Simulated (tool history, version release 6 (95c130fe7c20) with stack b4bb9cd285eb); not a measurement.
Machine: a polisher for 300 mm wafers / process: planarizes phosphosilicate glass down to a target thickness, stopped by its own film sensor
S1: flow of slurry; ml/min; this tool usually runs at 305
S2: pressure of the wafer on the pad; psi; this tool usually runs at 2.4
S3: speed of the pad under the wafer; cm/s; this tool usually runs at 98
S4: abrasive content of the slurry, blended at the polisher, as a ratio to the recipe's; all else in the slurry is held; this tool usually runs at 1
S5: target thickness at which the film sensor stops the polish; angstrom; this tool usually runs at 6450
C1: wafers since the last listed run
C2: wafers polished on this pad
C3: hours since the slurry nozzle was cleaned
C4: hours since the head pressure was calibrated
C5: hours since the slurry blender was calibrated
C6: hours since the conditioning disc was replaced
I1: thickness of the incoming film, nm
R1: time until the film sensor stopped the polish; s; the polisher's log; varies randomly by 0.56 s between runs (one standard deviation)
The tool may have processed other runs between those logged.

run    hour   S1   S2   S3   S4    S5    C1    C2     C3     C4     C5     C6      I1    R1
  1       0  305  2.4  116    1  6450     0  1171  113.4    0.8   71.3  306.9  1004.1    44
  2    69.1  305  2.4  116    1  6450   951  2123  182.5   69.9  140.4    376   975.9  40.8
  3   159.2  305  2.4  116    1  6450  1240  3363  272.6    160  230.5  466.1   979.9  40.9
      220.7  -- conditioning disc replaced and pad reconditioned
  4   254.2  305  2.4   98    1  6450  1280  4644  367.6    255  325.5   33.5   987.6  50.6
  5   312.9  305  2.4   98    1  6450   808  5453  426.3  313.7  384.2   92.2   982.6  52.6
      401.7  -- slurry blender recalibrated
      426.7  -- worn pad replaced by a new one
      440.1  -- head pressure recalibrated
  6   544.4  305  2.4   98    1  6450  3078  1593  657.8  104.3  142.7  323.7     992  48.1
      560.8  -- slurry nozzle cleaned
  7   584.7  305  2.4   98    1  6140   541  2134   23.9  144.6    183    364   988.3  54.1
  8   669.3  260  2.4   98    1  6450  1165  3299  108.5  229.2  267.6  448.6  1006.6  52.8
      676.7  -- conditioning disc replaced and pad reconditioned
  9   720.1  260  2.4   98    1  6450   672  3971  159.3    280  318.4   43.4     989  50.5
 10   794.1  260  2.4   98    1  6450  1019  4991  233.3    354  392.4  117.4   995.9  53.6
 11   836.6  305  2.4   98    1  6450   585  5576  275.8  396.5  434.9  159.9   993.6  53.5
 12   873.7  305  2.4   98    1  6450   510  6087  312.9  433.6    472    197   995.3  55.8
      901.1  -- head pressure recalibrated
      906.4  -- worn pad replaced by a new one
      938.3  -- slurry blender recalibrated
 13   977.5  305    3  122  1.1  5930  1319   951  416.7   76.4   39.2  300.8   981.9  34.5
 14  1019.1  305  2.4   98    1  6450   572  1524  458.3    118   80.8  342.4   977.9    47
 15  1116.1  305  1.7   98  0.9  6450  1335  2860  555.3    215  177.8  439.4   989.5    72
     1173.9  -- conditioning disc replaced and pad reconditioned
 16  1176.7  305  1.8   98    1  6450   807  3667  615.9  275.6  238.4    2.8   990.9  66.6
 17  1236.8  305  3.2  108  1.3  7170   827  4495    676  335.7  298.5   62.9  1001.8  26.1
     1313.8  -- slurry nozzle cleaned
 18  1342.7  305  2.4   98    1  6450  1444  5939   28.9  441.6  404.4  168.8   984.7  53.4
     1364.2  -- head pressure recalibrated
     1369.3  -- slurry blender recalibrated
 19  1429.9  305  1.8  112  0.8  7560  1145  7085  116.1   65.7   60.6    256   989.9  51.3
     1435.2  -- worn pad replaced by a new one
 20  1525.6  305  2.4   98    1  6450  1262  1244  211.8  161.4  156.3  351.7   999.3  49.2
 21  1568.3  305    2   98    1  6450   588  1832  254.5  204.1    199  394.4   989.8  57.4
 22  1618.6  355  2.7  112  1.1  6450   692  2525  304.8  254.4  249.3  444.7   999.5  37.5
       1695  -- conditioning disc replaced and pad reconditioned
     1823.9  -- head pressure recalibrated
     1867.2  -- slurry blender recalibrated
 23  1912.5  410  1.7   98    1  6090  3965  6490  598.7   88.6   45.3  217.5   995.8  86.1
     1942.2  -- worn pad replaced by a new one
 24  1953.9  305  2.9   68  1.2  6450   515   161  640.1    130   86.7  258.9   985.2  47.4
 25  1994.6  305  2.4  126    1  6450   560   721  680.8  170.7  127.4  299.6   987.1    39
     2113.9  -- slurry nozzle cleaned
 26  2114.7  305  2.4   98    1  6450  1640  2362    0.8  290.8  247.5  419.7   989.1  47.6

3 options for the next run, each taken on its own from the tool as it stands now. Forecast them:
  A  2115.1  305  2.4   98  0.85  6450   5  2367  1.2  291.2  247.9  420.1  988.8   ?
  B  2115.1  305  2.4   78  0.85  6450   5  2367  1.2  291.2  247.9  420.1  988.8   ?
  C  2115.1  385  2.4  108   0.8  6450   5  2367  1.2  291.2  247.9  420.1  988.8   ?

run    R1
  A  51.9
  B  62.3
  C    49
Without the tool's unlogged condition, the same runs would have read:
run    R1
  A  50.7
  B  60.9
  C  47.8
